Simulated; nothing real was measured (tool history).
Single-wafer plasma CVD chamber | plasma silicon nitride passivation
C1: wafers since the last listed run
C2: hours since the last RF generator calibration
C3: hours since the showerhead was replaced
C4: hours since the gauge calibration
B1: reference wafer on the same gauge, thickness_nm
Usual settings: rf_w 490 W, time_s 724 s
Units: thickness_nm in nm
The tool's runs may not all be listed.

Run 1, hour 0.0: usual settings but time_s 775 s; C1 0; C2 600.4; C3 7670.2; C4 266.2; B1 1239.389. Result: thickness_nm 1177.538 nm.
Run 2, hour 50.7: usual settings but time_s 775 s; C1 159; C2 651.1; C3 7720.9; C4 316.9; B1 1240.543. Result: thickness_nm 1174.914 nm.
Run 3, hour 78.5: usual settings but time_s 775 s; C1 87; C2 678.9; C3 7748.7; C4 344.7; B1 1240.167. Result: thickness_nm 1171.298 nm.
Run 4, hour 113.8: usual settings but time_s 794 s; C1 111; C2 714.2; C3 7784.0; C4 380.0; B1 1239.802. Result: thickness_nm 1204.846 nm.
Run 5, hour 154.2: usual settings but time_s 794 s; C1 127; C2 754.6; C3 7824.4; C4 420.4; B1 1239.837. Result: thickness_nm 1197.527 nm.
Run 6, hour 180.0: usual settings but time_s 794 s; C1 81; C2 780.4; C3 7850.2; C4 446.2; B1 1240.833. Result: thickness_nm 1198.337 nm.
Run 7, hour 205.7: usual settings; C1 81; C2 806.1; C3 7875.9; C4 471.9; B1 1241.846. Result: thickness_nm 1090.695 nm.
Run 8, hour 248.1: usual settings; C1 133; C2 848.5; C3 7918.3; C4 514.3; B1 1238.997. Result: thickness_nm 1089.879 nm.
Run 9, hour 277.5: usual settings but rf_w 425 W; C1 92; C2 877.9; C3 7947.7; C4 543.7; B1 1240.325. Result: thickness_nm 1053.592 nm.
Run 10, hour 311.8: usual settings but rf_w 555 W, time_s 802 s; C1 108; C2 912.2; C3 7982.0; C4 578.0; B1 1239.923. Result: thickness_nm 1251.092 nm.
Run 11, hour 388.4: usual settings but rf_w 555 W, time_s 802 s; C1 241; C2 988.8; C3 8058.6; C4 654.6; B1 1239.595. Result: thickness_nm 1242.033 nm.
Run 12, hour 457.1: usual settings but rf_w 570 W, time_s 630 s; C1 216; C2 1057.5; C3 8127.3; C4 723.3; B1 1239.575. Result: thickness_nm 986.210 nm.
Run 13, hour 507.4: usual settings but time_s 809 s; C1 158; C2 1107.8; C3 8177.6; C4 773.6; B1 1239.382. Result: thickness_nm 1214.059 nm.
At hour 532.0: RF generator calibrated.
Run 14, hour 553.9: usual settings but rf_w 440 W, time_s 607 s; C1 121; C2 21.9; C3 8224.1; C4 820.1; B1 1239.339. Result: thickness_nm 910.247 nm.
At hour 560.3: gauge calibrated.
Run 15, hour 587.5: usual settings but rf_w 575 W, time_s 809 s; C1 105; C2 55.5; C3 8257.7; C4 27.2; B1 1239.819. Result: thickness_nm 1289.344 nm.
Run 16, hour 655.4: usual settings but rf_w 570 W, time_s 632 s; C1 214; C2 123.4; C3 8325.6; C4 95.1; B1 1240.617. Result: thickness_nm 1004.131 nm.
Run 17, hour 711.2: usual settings; C1 175; C2 179.2; C3 8381.4; C4 150.9; B1 1239.906. Result: thickness_nm 1108.265 nm.
At hour 759.6: showerhead replaced.
Run 18, hour 765.5: usual settings but rf_w 575 W, time_s 645 s; C1 145; C2 233.5; C3 5.9; C4 205.2; B1 1238.924. Result: thickness_nm 1022.952 nm.
Run 19, hour 791.1: usual settings but rf_w 395 W, time_s 664 s; C1 80; C2 259.1; C3 31.5; C4 230.8; B1 1239.352. Result: thickness_nm 961.817 nm.
Run 20, hour 853.3: usual settings but rf_w 575 W, time_s 590 s; C1 196; C2 321.3; C3 93.7; C4 293.0; B1 1240.195. Result: thickness_nm 937.290 nm.
Run 21, hour 889.9: usual settings but time_s 794 s; C1 115; C2 357.9; C3 130.3; C4 329.6; B1 1240.453. Result: thickness_nm 1211.779 nm.
Run 22, hour 952.4: usual settings but rf_w 445 W, time_s 768 s; C1 197; C2 420.4; C3 192.8; C4 392.1; B1 1240.157. Result: thickness_nm 1138.942 nm.
Run 23, hour 1019.7: usual settings but rf_w 425 W, time_s 587 s; C1 212; C2 487.7; C3 260.1; C4 459.4; B1 1240.500. Result: thickness_nm 859.270 nm.

How the hidden state differs across the entries between the runs, from the last listed run before each to the first after it:
Between runs 13 and 14: RF generator calibrated (hour 532.0)
  delivered RF power above the setpoint (%): -8.66 -> -0.807
  measured less the result without the state, thickness_nm: -28.460 -> -1.899 nm
Between runs 14 and 15: gauge calibrated (hour 560.3)
  delivered RF power above the setpoint (%): -0.807 -> -1.06
  measured less the result without the state, thickness_nm: -1.899 -> -3.531 nm
Between runs 17 and 18: showerhead replaced (hour 759.6)
  delivered RF power above the setpoint (%): -1.98 -> -2.39
  measured less the result without the state, thickness_nm: -5.715 -> -6.369 nm

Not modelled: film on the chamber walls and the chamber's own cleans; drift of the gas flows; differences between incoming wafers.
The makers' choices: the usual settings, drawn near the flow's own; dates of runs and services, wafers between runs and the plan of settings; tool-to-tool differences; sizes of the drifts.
